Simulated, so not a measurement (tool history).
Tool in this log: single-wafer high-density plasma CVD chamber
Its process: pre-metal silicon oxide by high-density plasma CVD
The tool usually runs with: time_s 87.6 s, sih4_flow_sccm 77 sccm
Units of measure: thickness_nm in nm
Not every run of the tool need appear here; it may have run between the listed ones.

run   hour  time_s  sih4_flow_sccm  read-back reference wafer on the same gauge, thickness_nm  thickness_nm
  1    0.0    74.0              77                                                    700.580       527.856
  2   63.9    74.0              77                                                    700.712       530.724
  3   97.8    87.6              71                                                    701.481       582.201
  4  133.3    87.6              71                                                    700.165       575.551
  5  180.9    87.6              77                                                    701.799       625.353
  6  210.5    87.6              77                                                    701.375       625.010
     263.3  -- gauge calibrated
  7  269.0    87.6              77                                                    700.679       621.110
     288.4  -- silane flow controller replaced
  8  327.6    87.6              77                                                    701.111       703.632
  9  376.6    87.6              77                                                    700.624       699.667
     428.2  -- silane flow controller replaced, repeated, since the last time left the tool worse
 10  429.2   103.7              65                                                    700.954       659.594
 11  484.1    87.6              77                                                    700.726       652.995

What will run 12 give?
 12  528.5    81.3              77                                                          ?             ?

read-back reference wafer on the same gauge, thickness_nm: 700.726
thickness_nm: 611.421 nm
The same run, on a tool lacking any hidden state, would have yielded thickness_nm 609.282 nm.
